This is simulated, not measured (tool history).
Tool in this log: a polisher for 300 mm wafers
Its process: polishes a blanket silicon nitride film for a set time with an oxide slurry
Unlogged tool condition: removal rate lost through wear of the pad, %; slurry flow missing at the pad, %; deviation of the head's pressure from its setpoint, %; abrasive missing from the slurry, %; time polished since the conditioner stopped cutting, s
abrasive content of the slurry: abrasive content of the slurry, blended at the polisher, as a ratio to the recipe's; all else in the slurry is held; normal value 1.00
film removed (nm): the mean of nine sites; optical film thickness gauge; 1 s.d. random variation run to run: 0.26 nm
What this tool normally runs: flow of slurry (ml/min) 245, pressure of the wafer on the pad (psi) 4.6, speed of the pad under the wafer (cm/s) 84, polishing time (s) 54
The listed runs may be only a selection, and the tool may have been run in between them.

run,day,flow of slurry (ml/min),pressure of the wafer on the pad (psi),speed of the pad under the wafer (cm/s),abrasive content of the slurry,polishing time (s),wafers since the last listed run,wafers polished on this pad,hours since the slurry nozzle was cleaned,hours since the head pressure was calibrated,hours since the slurry blender was calibrated,hours since the conditioning disc was replaced,"incoming thickness of the incoming film, nm",film removed (nm)
1,0.000,245,4.6,84,1.00,54,0,666,635.8,892.7,217.8,17.8,401.9,29.9
2,0.300,245,4.6,84,1.00,54,83,749,643.0,899.9,225.0,25.0,406.0,29.4
3,0.979,245,4.6,84,1.00,54,188,938,659.3,916.2,241.3,41.3,395.2,29.9
4,1.392,245,4.6,84,1.00,54,114,1052,669.2,926.1,251.2,51.2,401.4,29.1
# day 1.558: worn pad replaced by a new one
5,1.667,245,4.6,84,1.00,54,30,29,675.8,932.7,257.8,57.8,406.7,29.8
6,2.154,210,6.1,84,1.30,40,135,164,687.5,944.4,269.5,69.5,399.4,32.1
7,2.562,245,4.6,84,1.00,54,113,278,697.3,954.2,279.3,79.3,397.0,29.9
# day 2.700: slurry blender recalibrated
8,2.850,245,4.6,84,0.80,67,56,334,704.2,961.1,3.6,86.2,404.2,31.5
9,3.271,245,4.6,112,1.00,54,116,451,714.3,971.2,13.7,96.3,400.4,32.1
# day 3.654: head pressure recalibrated
10,3.825,245,4.6,84,1.00,54,130,581,727.6,4.1,27.0,109.6,401.7,28.0
11,4.104,245,4.6,84,0.85,46,77,659,734.3,10.8,33.7,116.3,400.3,21.9
12,4.675,285,4.6,84,1.00,54,158,817,748.0,24.5,47.4,130.0,403.4,28.5
13,4.942,245,4.6,84,1.00,54,73,891,754.4,30.9,53.8,136.4,403.5,27.7
14,5.329,245,4.6,84,1.00,54,107,998,763.7,40.2,63.1,145.7,407.2,27.4
15,5.779,245,4.6,84,1.00,54,124,1123,774.5,51.0,73.9,156.5,403.8,27.6

Run 16 is up next; what results do you expect?
# day 5.950: slurry blender recalibrated, repeated, since the last time left the tool worse
# day 6.108: worn pad replaced by a new one
16,6.129,245,6.1,56,1.15,42,30,6,782.9,59.4,4.3,164.9,398.6,?

film removed (nm): 28.1
Take away the tool's hidden state, keep the run-to-run variation as it was, and the same run would have given film removed (nm) 28.3.
